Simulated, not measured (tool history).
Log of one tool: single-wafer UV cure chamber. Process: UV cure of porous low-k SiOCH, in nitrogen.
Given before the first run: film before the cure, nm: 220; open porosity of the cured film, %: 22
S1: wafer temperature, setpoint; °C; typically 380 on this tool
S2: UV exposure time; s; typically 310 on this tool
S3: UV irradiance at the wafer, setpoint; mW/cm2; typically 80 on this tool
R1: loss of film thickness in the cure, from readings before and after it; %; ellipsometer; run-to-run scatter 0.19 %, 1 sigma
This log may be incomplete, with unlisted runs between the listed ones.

Run 1, hour 0: usual settings but S1 396 °C. Result: R1 11.988 %.
Run 2, hour 13.8: usual settings but S1 396 °C. Result: R1 11.925 %.
Run 3, hour 21.1: usual settings but S1 386 °C, S3 66 mW/cm2. Result: R1 10.695 %.
Run 4, hour 31.3: usual settings but S1 386 °C, S3 66 mW/cm2. Result: R1 10.654 %.
Run 5, hour 44.3: usual settings but S1 386 °C, S3 66 mW/cm2. Result: R1 10.86 %.
Run 6, hour 53.6: usual settings. Result: R1 11.687 %.
Run 7, hour 67.5: usual settings. Result: R1 11.279 %.
Run 8, hour 83.5: usual settings but S1 391 °C. Result: R1 11.936 %.
Run 9, hour 99.2: usual settings but S2 205 s. Result: R1 9.511 %.
Run 10, hour 134.6: usual settings but S2 205 s. Result: R1 9.513 %.
Run 11, hour 150.7: usual settings but S2 205 s. Result: R1 9.71 %.
Run 12, hour 166.7: usual settings but S1 366 °C. Result: R1 11.085 %.
Run 13, hour 182.5: usual settings but S1 366 °C. Result: R1 11.226 %.
Run 14, hour 198: usual settings but S1 366 °C. Result: R1 11.061 %.
Run 15, hour 209.4: usual settings. Result: R1 11.518 %.
Run 16, hour 221.7: usual settings but S3 63 mW/cm2. Result: R1 10.175 %.
Run 17, hour 231.3: usual settings. Result: R1 11.68 %.
Run 18, hour 239.5: usual settings. Result: R1 11.524 %.
Run 19, hour 252.7: usual settings. Result: R1 11.327 %.
Run 20, hour 299: usual settings. Result: R1 11.31 %.
Run 21, hour 307.5: usual settings. Result: R1 11.387 %.
Run 22, hour 357.1: usual settings. Result: R1 11.195 %.
Run 23, hour 369.8: usual settings but S1 394 °C, S2 175 s, S3 46 mW/cm2. Result: R1 6.599 %.
Run 24, hour 381.9: usual settings but S1 367 °C, S2 220 s, S3 119 mW/cm2. Result: R1 11.578 %.
Run 25, hour 427.9: usual settings but S1 368 °C, S2 205 s, S3 67 mW/cm2. Result: R1 10.422 %.
Run 26, hour 442.4: usual settings but S1 386 °C, S2 200 s, S3 100 mW/cm2. Result: R1 12.695 %.
Run 27, hour 453: usual settings but S1 386 °C, S2 470 s, S3 46 mW/cm2. Result: R1 12.57 %.
Run 28, hour 469.7: usual settings but S1 397 °C, S2 250 s, S3 108 mW/cm2. Result: R1 14.46 %.
Run 29, hour 483.5: usual settings. Result: R1 13.366 %.
Run 30, hour 489.6: usual settings but S1 370 °C, S2 230 s. Result: R1 11.628 %.
Run 31, hour 502.7: usual settings but S1 391 °C, S3 100 mW/cm2. Result: R1 14.411 %.
Run 32, hour 513.9: usual settings but S1 390 °C, S2 225 s, S3 42 mW/cm2. Result: R1 8.714 %.
Run 33, hour 520.3: usual settings but S3 70 mW/cm2. Result: R1 12.384 %.
Run 34, hour 565.5: usual settings but S1 366 °C. Result: R1 12.992 %.
Run 35, hour 572: usual settings but S2 485 s, S3 59 mW/cm2. Result: R1 13.637 %.
Run 36, hour 587.4: usual settings but S1 400 °C, S2 195 s. Result: R1 11.047 %.
Run 37, hour 599.2: usual settings but S1 367 °C, S2 260 s, S3 66 mW/cm2. Result: R1 10.86 %.
Run 38, hour 616.9: usual settings but S1 374 °C, S2 215 s, S3 117 mW/cm2. Result: R1 12.592 %.
Run 39, hour 630.4: usual settings but S1 361 °C. Result: R1 12.264 %.
Run 40, hour 648.3: usual settings but S1 369 °C. Result: R1 12.794 %.
Run 41, hour 650.9: usual settings but S1 367 °C, S2 220 s, S3 119 mW/cm2. Result: R1 12.882 %.
Run 42, hour 666.2: usual settings but S1 362 °C, S2 455 s, S3 116 mW/cm2. Result: R1 16.081 %.
Run 43, hour 681.5: usual settings. Result: R1 12.692 %.
Run 44, hour 690.8: usual settings. Result: R1 12.768 %.
Run 45, hour 697.6: usual settings but S1 398 °C, S2 140 s. Result: R1 9.132 %.

Removed from this log: 4 entries logged between the listed runs. Between which two listed runs does each belong, and how does the tool's hidden state at the listed run before it compare with that at the listed run after it?
From run 7 to run 8: quartz window cleaned (hour 83)
  lamp output below its setpoint, %: 33.2 -> 33.4
  the result without the hidden state subtracted from the measured one, R1: -1.957 -> -2.061 %
From run 21 to run 22: quartz window cleaned (hour 354.1)
  lamp output below its setpoint, %: 35.5 -> 35.8
  the result without the hidden state subtracted from the measured one, R1: -2.17 -> -2.16 %
From run 24 to run 25: UV bulbs replaced (hour 420)
  lamp output below its setpoint, %: 35.9 -> 0.839
  the result without the hidden state subtracted from the measured one, R1: -2.247 -> -0.04 %
From run 39 to run 40: quartz window cleaned (hour 647.8)
  lamp output below its setpoint, %: 14.8 -> 15.7
  the result without the hidden state subtracted from the measured one, R1: -0.79 -> -0.873 %

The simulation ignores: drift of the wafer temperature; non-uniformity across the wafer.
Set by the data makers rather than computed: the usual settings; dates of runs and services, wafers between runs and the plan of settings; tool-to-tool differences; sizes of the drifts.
